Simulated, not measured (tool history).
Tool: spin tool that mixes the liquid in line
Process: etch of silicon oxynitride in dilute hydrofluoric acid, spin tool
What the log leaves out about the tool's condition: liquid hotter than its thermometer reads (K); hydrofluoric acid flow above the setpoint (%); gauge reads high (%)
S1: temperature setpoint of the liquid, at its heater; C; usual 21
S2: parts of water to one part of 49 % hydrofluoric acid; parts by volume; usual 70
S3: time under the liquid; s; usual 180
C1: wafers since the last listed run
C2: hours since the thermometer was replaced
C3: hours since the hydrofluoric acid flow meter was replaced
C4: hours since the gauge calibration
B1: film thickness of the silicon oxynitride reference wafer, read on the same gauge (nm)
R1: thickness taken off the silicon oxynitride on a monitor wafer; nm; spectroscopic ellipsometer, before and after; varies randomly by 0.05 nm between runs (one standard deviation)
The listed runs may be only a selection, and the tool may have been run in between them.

run 1 hour=0 | S1=19.5 S2=70 S3=180 | C1=0 C2=860.4 C3=2135.2 C4=228.2 | B1=99.99 | R1=10.54
run 2 hour=7 | S1=21 S2=70 S3=255 | C1=33 C2=867.4 C3=2142.2 C4=235.2 | B1=100.01 | R1=16.21
run 3 hour=21.7 | S1=21 S2=70 S3=255 | C1=70 C2=882.1 C3=2156.9 C4=249.9 | B1=99.99 | R1=16.07
run 4 hour=38.3 | S1=21 S2=70 S3=180 | C1=79 C2=898.7 C3=2173.5 C4=266.5 | B1=100 | R1=11.31
run 5 hour=44.9 | S1=21 S2=70 S3=180 | C1=31 C2=905.3 C3=2180.1 C4=273.1 | B1=100.01 | R1=11.39
run 6 hour=55.1 | S1=21 S2=70 S3=180 | C1=48 C2=915.5 C3=2190.3 C4=283.3 | B1=99.98 | R1=11.37
run 7 hour=70.8 | S1=21 S2=70 S3=180 | C1=74 C2=931.2 C3=2206 C4=299 | B1=100 | R1=11.34
run 8 hour=86.5 | S1=21 S2=70 S3=130 | C1=74 C2=946.9 C3=2221.7 C4=314.7 | B1=99.99 | R1=8.26
run 9 hour=131.6 | S1=21 S2=55 S3=180 | C1=214 C2=992 C3=2266.8 C4=359.8 | B1=100 | R1=14.91
run 10 hour=147.3 | S1=21 S2=55 S3=180 | C1=74 C2=1007.7 C3=2282.5 C4=375.5 | B1=100.02 | R1=14.8
-- hour=156.4 thermometer replaced
run 11 hour=162.6 | S1=21 S2=80 S3=180 | C1=68 C2=6.2 C3=2297.8 C4=390.8 | B1=100 | R1=9.22
run 12 hour=175.9 | S1=21 S2=80 S3=180 | C1=63 C2=19.5 C3=2311.1 C4=404.1 | B1=100.01 | R1=9.17
run 13 hour=191.7 | S1=18.5 S2=70 S3=125 | C1=75 C2=35.3 C3=2326.9 C4=419.9 | B1=100.02 | R1=6.56
run 14 hour=207.6 | S1=17 S2=35 S3=270 | C1=75 C2=51.2 C3=2342.8 C4=435.8 | B1=100 | R1=26.44
run 15 hour=220.9 | S1=21 S2=105 S3=150 | C1=63 C2=64.5 C3=2356.1 C4=449.1 | B1=99.99 | R1=5.81
run 16 hour=229.7 | S1=23.5 S2=70 S3=180 | C1=41 C2=73.3 C3=2364.9 C4=457.9 | B1=100.01 | R1=12.02
-- hour=241.4 gauge calibrated
run 17 hour=244.5 | S1=23.5 S2=70 S3=180 | C1=70 C2=88.1 C3=2379.7 C4=3.1 | B1=100 | R1=12.06
run 18 hour=259.5 | S1=17 S2=90 S3=210 | C1=71 C2=103.1 C3=2394.7 C4=18.1 | B1=100.01 | R1=7.91
run 19 hour=268.1 | S1=25.5 S2=105 S3=255 | C1=40 C2=111.7 C3=2403.3 C4=26.7 | B1=100.02 | R1=12.29
-- hour=272.1 hydrofluoric acid flow meter replaced
run 20 hour=282.2 | S1=21 S2=70 S3=180 | C1=62 C2=125.8 C3=10.1 C4=40.8 | B1=100.01 | R1=9.37
run 21 hour=288.8 | S1=21 S2=70 S3=180 | C1=31 C2=132.4 C3=16.7 C4=47.4 | B1=99.98 | R1=9.32
run 22 hour=301.7 | S1=24 S2=70 S3=130 | C1=61 C2=145.3 C3=29.6 C4=60.3 | B1=100.01 | R1=7.85
run 23 hour=311.4 | S1=19 S2=45 S3=70 | C1=46 C2=155 C3=39.3 C4=70 | B1=100.02 | R1=5.26

What will run 24 give?
run 24 hour=326.7 | S1=21 S2=40 S3=80 | C1=72 C2=170.3 C3=54.6 C4=85.3 | B1=? | R1=?

B1: 100.02
R1: 7.51 nm
On a tool with no hidden condition, and with the same random variation, this run would have come out at R1 7.23 nm.
